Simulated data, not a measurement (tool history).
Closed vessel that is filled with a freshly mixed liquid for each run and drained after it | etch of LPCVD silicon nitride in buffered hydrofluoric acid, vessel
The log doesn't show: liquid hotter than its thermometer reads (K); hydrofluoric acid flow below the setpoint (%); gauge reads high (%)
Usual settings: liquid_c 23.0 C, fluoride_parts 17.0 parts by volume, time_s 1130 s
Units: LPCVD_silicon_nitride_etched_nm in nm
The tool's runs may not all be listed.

run	hour	liquid_c	fluoride_parts	time_s	wafers since the last listed run	hours since the thermometer was replaced	hours since the hydrofluoric acid flow meter was replaced	hours since the gauge calibration	read-back film thickness of the LPCVD silicon nitride reference wafer, read on the same gauge (nm)	LPCVD_silicon_nitride_etched_nm
1	0.0	23.0	17.0	1130	0	1539.8	314.1	254.9	129.98	10.70
2	71.2	23.0	17.0	1130	2220	1611.0	385.3	326.1	129.99	10.52
3	115.7	23.0	17.0	1130	1387	1655.5	429.8	370.6	130.01	10.63
4	220.5	23.0	17.0	1130	3268	1760.3	534.6	475.4	130.02	10.56
5	328.3	23.0	17.0	1130	3361	1868.1	642.4	583.2	129.99	10.64
6	433.1	23.0	17.0	1130	3268	1972.9	747.2	688.0	130.01	10.77
7	530.2	23.0	17.0	1130	3028	2070.0	844.3	785.1	129.99	10.65
8	635.5	19.5	13.0	1415	3283	2175.3	949.6	890.4	129.99	14.48
9	731.9	23.0	13.0	1130	3006	2271.7	1046.0	986.8	130.01	14.18
# hour 793.4: hydrofluoric acid flow meter replaced
10	810.6	23.0	17.0	1130	2423	2350.4	17.2	1065.5	129.99	10.86
11	918.1	24.5	11.5	530	3352	2457.9	124.7	1173.0	129.99	8.16
# hour 1007.0: thermometer replaced
12	1013.8	23.0	17.0	1450	2953	6.8	220.4	1268.7	130.01	13.08
# hour 1017.7: gauge calibrated
13	1050.0	26.0	22.0	1130	1128	43.0	256.6	32.3	130.01	9.55
14	1357.4	23.0	21.5	1130	9586	350.4	564.0	339.7	130.00	8.22
15	1411.8	27.5	17.0	1130	1696	404.8	618.4	394.1	130.00	12.97

3 ways to go on from here, each from the tool as it stands after run 15. What would each give?
A	1412.8	23.0	17.0	1130	31	405.8	619.4	395.1	?	?
B	1412.8	25.0	17.0	820	31	405.8	619.4	395.1	?	?
C	1412.8	27.5	17.0	645	31	405.8	619.4	395.1	?	?

run	read-back film thickness of the LPCVD silicon nitride reference wafer, read on the same gauge (nm)	LPCVD_silicon_nitride_etched_nm
A	129.99	10.05
B	129.99	8.13
C	129.99	7.31
Without the tool's hidden state the same runs would have given:
run	LPCVD_silicon_nitride_etched_nm
A	9.77
B	7.91
C	7.12
